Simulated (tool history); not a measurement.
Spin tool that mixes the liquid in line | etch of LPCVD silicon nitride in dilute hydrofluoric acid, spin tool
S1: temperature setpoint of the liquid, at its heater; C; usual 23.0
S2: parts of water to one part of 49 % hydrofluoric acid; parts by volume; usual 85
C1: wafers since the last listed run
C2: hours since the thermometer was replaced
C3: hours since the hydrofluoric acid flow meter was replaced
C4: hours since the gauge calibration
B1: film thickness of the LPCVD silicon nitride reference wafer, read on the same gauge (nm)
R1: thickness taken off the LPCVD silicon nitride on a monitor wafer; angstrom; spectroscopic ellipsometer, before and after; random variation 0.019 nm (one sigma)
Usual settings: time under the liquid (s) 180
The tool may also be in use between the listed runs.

{"run": 1, "hour": 0.0, "S1": 23.0, "S2": 60, "time under the liquid (s)": 180, "C1": 0, "C2": 2300.8, "C3": 1912.3, "C4": 113.9, "B1": 59.991, "R1": 12.23}
{"run": 2, "hour": 13.9, "S1": 23.0, "S2": 85, "time under the liquid (s)": 180, "C1": 105, "C2": 2314.7, "C3": 1926.2, "C4": 127.8, "B1": 59.99, "R1": 9.02}
{"run": 3, "hour": 31.2, "S1": 23.0, "S2": 85, "time under the liquid (s)": 180, "C1": 131, "C2": 2332.0, "C3": 1943.5, "C4": 145.1, "B1": 59.984, "R1": 8.83}
{"run": 4, "hour": 61.5, "S1": 23.0, "S2": 85, "time under the liquid (s)": 180, "C1": 230, "C2": 2362.3, "C3": 1973.8, "C4": 175.4, "B1": 59.998, "R1": 9.05}
{"run": 5, "hour": 82.4, "S1": 23.0, "S2": 85, "time under the liquid (s)": 180, "C1": 159, "C2": 2383.2, "C3": 1994.7, "C4": 196.3, "B1": 59.987, "R1": 8.97}
{"run": 6, "hour": 100.2, "S1": 23.0, "S2": 85, "time under the liquid (s)": 180, "C1": 135, "C2": 2401.0, "C3": 2012.5, "C4": 214.1, "B1": 60.009, "R1": 9.05}
{"run": 7, "hour": 121.2, "S1": 23.0, "S2": 85, "time under the liquid (s)": 180, "C1": 159, "C2": 2422.0, "C3": 2033.5, "C4": 235.1, "B1": 59.993, "R1": 8.86}
{"hour": 150.9, "done": "gauge calibrated"}
{"run": 8, "hour": 156.6, "S1": 23.0, "S2": 85, "time under the liquid (s)": 180, "C1": 269, "C2": 2457.4, "C3": 2068.9, "C4": 5.7, "B1": 59.986, "R1": 9.12}
{"run": 9, "hour": 174.3, "S1": 23.0, "S2": 85, "time under the liquid (s)": 75, "C1": 134, "C2": 2475.1, "C3": 2086.6, "C4": 23.4, "B1": 60.003, "R1": 3.74}
{"run": 10, "hour": 195.5, "S1": 18.0, "S2": 55, "time under the liquid (s)": 110, "C1": 161, "C2": 2496.3, "C3": 2107.8, "C4": 44.6, "B1": 60.014, "R1": 5.84}
{"run": 11, "hour": 210.1, "S1": 23.0, "S2": 65, "time under the liquid (s)": 255, "C1": 111, "C2": 2510.9, "C3": 2122.4, "C4": 59.2, "B1": 60.003, "R1": 16.46}
{"hour": 216.2, "done": "hydrofluoric acid flow meter replaced"}
{"run": 12, "hour": 242.0, "S1": 23.0, "S2": 85, "time under the liquid (s)": 180, "C1": 235, "C2": 2542.8, "C3": 25.8, "C4": 91.1, "B1": 59.997, "R1": 8.75}
{"hour": 255.9, "done": "thermometer replaced"}
{"run": 13, "hour": 274.9, "S1": 23.0, "S2": 85, "time under the liquid (s)": 285, "C1": 242, "C2": 19.0, "C3": 58.7, "C4": 124.0, "B1": 59.997, "R1": 14.25}
{"run": 14, "hour": 294.2, "S1": 27.0, "S2": 55, "time under the liquid (s)": 275, "C1": 146, "C2": 38.3, "C3": 78.0, "C4": 143.3, "B1": 60.023, "R1": 28.34}
{"run": 15, "hour": 314.8, "S1": 25.0, "S2": 50, "time under the liquid (s)": 180, "C1": 156, "C2": 58.9, "C3": 98.6, "C4": 163.9, "B1": 60.0, "R1": 17.46}
{"run": 16, "hour": 332.4, "S1": 27.5, "S2": 125, "time under the liquid (s)": 180, "C1": 133, "C2": 76.5, "C3": 116.2, "C4": 181.5, "B1": 59.995, "R1": 8.28}

5 ways to go on from here, each from the tool as it stands after run 16. What would each give?
{"run": "A", "hour": 332.9, "S1": 23.0, "S2": 85, "time under the liquid (s)": 180, "C1": 3, "C2": 77.0, "C3": 116.7, "C4": 182.0, "B1": "?", "R1": "?"}
{"run": "B", "hour": 332.9, "S1": 20.5, "S2": 65, "time under the liquid (s)": 85, "C1": 3, "C2": 77.0, "C3": 116.7, "C4": 182.0, "B1": "?", "R1": "?"}
{"run": "C", "hour": 332.9, "S1": 20.5, "S2": 45, "time under the liquid (s)": 135, "C1": 3, "C2": 77.0, "C3": 116.7, "C4": 182.0, "B1": "?", "R1": "?"}
{"run": "D", "hour": 332.9, "S1": 27.5, "S2": 95, "time under the liquid (s)": 215, "C1": 3, "C2": 77.0, "C3": 116.7, "C4": 182.0, "B1": "?", "R1": "?"}
{"run": "E", "hour": 332.9, "S1": 25.5, "S2": 65, "time under the liquid (s)": 270, "C1": 3, "C2": 77.0, "C3": 116.7, "C4": 182.0, "B1": "?", "R1": "?"}

run=A B1=59.990 R1=8.93
run=B B1=59.990 R1=4.63
run=C B1=59.990 R1=10.51
run=D B1=59.990 R1=12.83
run=E B1=59.990 R1=20.59
Without the tool's hidden state the same runs would have given:
run=A R1=8.93
run=B R1=4.63
run=C R1=10.51
run=D R1=12.83
run=E R1=20.59
